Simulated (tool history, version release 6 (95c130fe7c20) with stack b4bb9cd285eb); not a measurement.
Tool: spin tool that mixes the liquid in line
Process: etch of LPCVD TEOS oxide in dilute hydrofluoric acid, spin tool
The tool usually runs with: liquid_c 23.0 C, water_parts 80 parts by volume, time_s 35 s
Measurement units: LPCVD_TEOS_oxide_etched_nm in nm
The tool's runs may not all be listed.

| run | day | liquid_c | water_parts | time_s | read-back film thickness of the LPCVD TEOS oxide reference wafer, read on the same gauge (nm) | LPCVD_TEOS_oxide_etched_nm |
|---|---|---|---|---|---|---|
| 1 | 0.000 | 23.0 | 80 | 35 | 69.97 | 20.62 |
| 2 | 2.204 | 23.0 | 80 | 35 | 70.03 | 20.19 |
| 3 | 3.762 | 23.0 | 80 | 35 | 69.99 | 20.62 |
| 4 | 9.058 | 23.0 | 80 | 35 | 69.97 | 20.01 |
| 5 | 11.342 | 25.5 | 80 | 35 | 69.95 | 22.34 |
| 6 | 19.512 | 25.5 | 80 | 35 | 70.05 | 21.90 |
| 7 | 20.633 | 25.5 | 80 | 35 | 70.01 | 21.80 |
|  | 22.583 | hydrofluoric acid flow meter replaced |
| 8 | 23.258 | 23.0 | 80 | 35 | 69.98 | 18.47 |
| 9 | 25.642 | 23.0 | 80 | 35 | 70.01 | 18.31 |
|  | 26.321 | thermometer replaced |
| 10 | 26.733 | 20.5 | 110 | 50 | 70.02 | 16.52 |
| 11 | 28.021 | 23.0 | 105 | 20 | 70.01 | 7.64 |
| 12 | 30.354 | 23.0 | 110 | 35 | 69.93 | 12.60 |
| 13 | 32.638 | 23.0 | 80 | 35 | 69.95 | 17.74 |
|  | 34.088 | hydrofluoric acid flow meter replaced, repeated, since the last time left the tool worse |
|  | 37.725 | gauge calibrated |
| 14 | 41.529 | 21.0 | 110 | 55 | 69.99 | 21.00 |
| 15 | 43.542 | 23.0 | 80 | 35 | 70.02 | 20.73 |
| 16 | 44.596 | 27.5 | 100 | 20 | 69.95 | 11.10 |
| 17 | 45.767 | 26.5 | 80 | 15 | 70.00 | 10.18 |
| 18 | 46.792 | 23.0 | 80 | 45 | 69.95 | 26.88 |
| 19 | 48.450 | 25.0 | 110 | 20 | 69.99 | 8.94 |

Measured less the same run without the tool's hidden state. The same run-to-run variation is in both; the gauge's scatter may not be:
What the log doesn't record here: liquid colder than its thermometer reads (K); hydrofluoric acid flow below the setpoint (%); gauge reads high (%).
| run | LPCVD_TEOS_oxide_etched_nm |
|---|---|
| 1 | -0.90 |
| 2 | -0.98 |
| 3 | -1.07 |
| 4 | -1.28 |
| 5 | -1.56 |
| 6 | -1.96 |
| 7 | -2.01 |
| 8 | -3.24 |
| 9 | -3.33 |
| 10 | -3.14 |
| 11 | -1.48 |
| 12 | -2.54 |
| 13 | -3.60 |
| 14 | -0.57 |
| 15 | -0.63 |
| 16 | -0.37 |
| 17 | -0.37 |
| 18 | -1.01 |
| 19 | -0.39 |
